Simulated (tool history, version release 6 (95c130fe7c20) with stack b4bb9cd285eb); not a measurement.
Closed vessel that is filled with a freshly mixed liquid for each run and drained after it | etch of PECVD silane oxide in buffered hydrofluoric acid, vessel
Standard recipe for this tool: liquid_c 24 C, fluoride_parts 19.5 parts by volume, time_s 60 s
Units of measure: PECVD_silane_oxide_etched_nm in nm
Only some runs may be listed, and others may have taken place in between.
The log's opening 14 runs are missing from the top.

run   hour  liquid_c  fluoride_parts  time_s  read-back film thickness of the PECVD silane oxide reference wafer, read on the same gauge (nm)  PECVD_silane_oxide_etched_nm
 15  262.1        24            19.5      35                                                                                           120.01                         86.28
     281.3  -- gauge calibrated
 16  284.5        24            19.5      60                                                                                           120.03                        148.19
 17  316.8      19.5              25      60                                                                                           120.01                         95.86
 18  333.6        24            19.5      60                                                                                           119.99                        145.78
 19  347.6      27.5              17      30                                                                                           119.98                        101.83
 20  365.4        24            19.5      60                                                                                           119.97                        148.43
 21  386.1        21            26.5      90                                                                                           119.99                        150.04
 22  405.2        20              14      75                                                                                              120                        201.89
 23  427.2        26              14      60                                                                                           119.99                        226.36
 24  440.4      25.5            19.5      45                                                                                              120                        118.89
 25  468.4        20              12      60                                                                                              120                        186.98
 26  490.3        24            19.5      60                                                                                              120                        144.19
 27    506      26.5              14      50                                                                                           120.01                        190.57
 28  530.9        19              27      40                                                                                           119.98                         57.58
 29  560.6        21            22.5      80                                                                                           119.99                        145.34
 30    595        24              14      90                                                                                              120                        301.04

Consider 4 possible next runs. They are alternatives, not a sequence: every one starts from the tool as it was left by run 30. What does each give?
  A  595.7        24              16      60                                                                                                ?                             ?
  B  595.7        24              17      60                                                                                                ?                             ?
  C  595.7        22              27      60                                                                                                ?                             ?
  D  595.7        20              12      50                                                                                                ?                             ?

run  read-back film thickness of the PECVD silane oxide reference wafer, read on the same gauge (nm)  PECVD_silane_oxide_etched_nm
  A                                                                                           120.02                        173.92
  B                                                                                           120.02                        163.85
  C                                                                                           120.02                        101.57
  D                                                                                           120.02                        153.87
Without the tool's hidden state the same runs would have given:
run  PECVD_silane_oxide_etched_nm
  A                        182.52
  B                        171.94
  C                        106.68
  D                        161.67
